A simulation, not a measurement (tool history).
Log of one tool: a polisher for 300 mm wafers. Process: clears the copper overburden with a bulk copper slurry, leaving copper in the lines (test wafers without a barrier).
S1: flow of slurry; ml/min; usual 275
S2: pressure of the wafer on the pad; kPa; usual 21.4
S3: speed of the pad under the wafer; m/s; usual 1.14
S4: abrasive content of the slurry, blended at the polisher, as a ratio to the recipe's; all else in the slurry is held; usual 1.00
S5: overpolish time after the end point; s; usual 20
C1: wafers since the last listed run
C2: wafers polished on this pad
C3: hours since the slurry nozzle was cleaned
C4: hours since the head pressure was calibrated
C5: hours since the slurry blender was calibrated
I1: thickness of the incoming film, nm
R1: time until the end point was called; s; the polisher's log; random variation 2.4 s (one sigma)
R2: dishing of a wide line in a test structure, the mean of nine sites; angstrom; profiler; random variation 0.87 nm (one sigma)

| run | hour | S1 | S2 | S3 | S4 | S5 | C1 | C2 | C3 | C4 | C5 | I1 | R1 | R2 |
|---|---|---|---|---|---|---|---|---|---|---|---|---|---|---|
| 1 | 0.0 | 275 | 21.4 | 1.14 | 1.00 | 20 | 0 | 648 | 44.1 | 72.8 | 138.0 | 1173.0 | 143.0 | 698 |
| 2 | 52.7 | 275 | 21.4 | 1.14 | 1.00 | 20 | 492 | 1140 | 96.8 | 125.5 | 190.7 | 1178.0 | 148.4 | 691 |
| 3 | 81.1 | 275 | 21.4 | 1.14 | 1.00 | 20 | 265 | 1405 | 125.2 | 153.9 | 219.1 | 1184.2 | 148.4 | 687 |
|  | 90.1 | worn pad replaced by a new one |
| 4 | 133.2 | 330 | 21.4 | 1.14 | 1.00 | 20 | 449 | 402 | 177.3 | 206.0 | 271.2 | 1178.3 | 138.2 | 710 |
| 5 | 166.1 | 330 | 21.4 | 1.14 | 1.00 | 20 | 307 | 710 | 210.2 | 238.9 | 304.1 | 1175.1 | 136.9 | 700 |
| 6 | 209.0 | 275 | 21.4 | 1.14 | 1.00 | 12 | 400 | 1110 | 253.1 | 281.8 | 347.0 | 1168.0 | 142.2 | 527 |
|  | 230.1 | worn pad replaced by a new one |
| 7 | 262.6 | 275 | 21.4 | 1.14 | 1.00 | 20 | 463 | 303 | 306.7 | 335.4 | 400.6 | 1170.7 | 140.0 | 709 |
| 8 | 332.0 | 275 | 21.4 | 1.14 | 1.00 | 20 | 648 | 952 | 376.1 | 404.8 | 470.0 | 1182.9 | 149.1 | 681 |
|  | 350.7 | head pressure recalibrated |
|  | 363.7 | slurry blender recalibrated |
|  | 371.1 | worn pad replaced by a new one |
|  | 393.0 | slurry nozzle cleaned |
| 9 | 394.8 | 275 | 21.4 | 1.14 | 1.00 | 20 | 502 | 211 | 1.8 | 44.1 | 31.1 | 1187.7 | 138.3 | 707 |
| 10 | 463.5 | 275 | 15.9 | 1.14 | 1.00 | 27 | 641 | 853 | 70.5 | 112.8 | 99.8 | 1186.5 | 198.0 | 661 |
| 11 | 522.8 | 185 | 21.4 | 1.14 | 1.25 | 20 | 553 | 1407 | 129.8 | 172.1 | 159.1 | 1182.4 | 149.7 | 682 |
|  | 533.7 | worn pad replaced by a new one |
| 12 | 589.1 | 250 | 17.9 | 1.24 | 1.15 | 20 | 581 | 517 | 196.1 | 238.4 | 225.4 | 1179.5 | 154.2 | 668 |
| 13 | 620.8 | 300 | 21.4 | 1.00 | 1.00 | 31 | 296 | 813 | 227.8 | 270.1 | 257.1 | 1161.8 | 163.7 | 785 |
| 14 | 664.1 | 190 | 13.8 | 1.36 | 1.10 | 20 | 404 | 1217 | 271.1 | 313.4 | 300.4 | 1176.8 | 190.0 | 562 |
|  | 685.3 | worn pad replaced by a new one |
| 15 | 698.4 | 215 | 21.4 | 1.14 | 0.80 | 20 | 283 | 121 | 305.4 | 347.7 | 334.7 | 1169.9 | 144.8 | 691 |
| 16 | 758.3 | 350 | 21.4 | 1.14 | 1.00 | 24 | 559 | 681 | 365.3 | 407.6 | 394.6 | 1181.6 | 143.0 | 756 |

Forecast each of these 4 alternatives for the next run:
| A | 758.8 | 275 | 21.4 | 1.14 | 1.00 | 20 | 4 | 686 | 365.8 | 408.1 | 395.1 | 1176.4 | ? | ? |
| B | 758.8 | 305 | 21.4 | 1.14 | 1.00 | 20 | 4 | 686 | 365.8 | 408.1 | 395.1 | 1176.4 | ? | ? |
| C | 758.8 | 275 | 18.6 | 1.14 | 1.00 | 20 | 4 | 686 | 365.8 | 408.1 | 395.1 | 1176.4 | ? | ? |
| D | 758.8 | 275 | 21.4 | 1.14 | 1.10 | 17 | 4 | 686 | 365.8 | 408.1 | 395.1 | 1176.4 | ? | ? |

| run | R1 | R2 |
|---|---|---|
| A | 143.6 | 683 |
| B | 142.6 | 685 |
| C | 163.5 | 633 |
| D | 141.8 | 637 |
Without the tool's hidden state the same runs would have given:
| run | R1 | R2 |
|---|---|---|
| A | 126.7 | 720 |
| B | 125.9 | 722 |
| C | 144.3 | 670 |
| D | 125.1 | 676 |
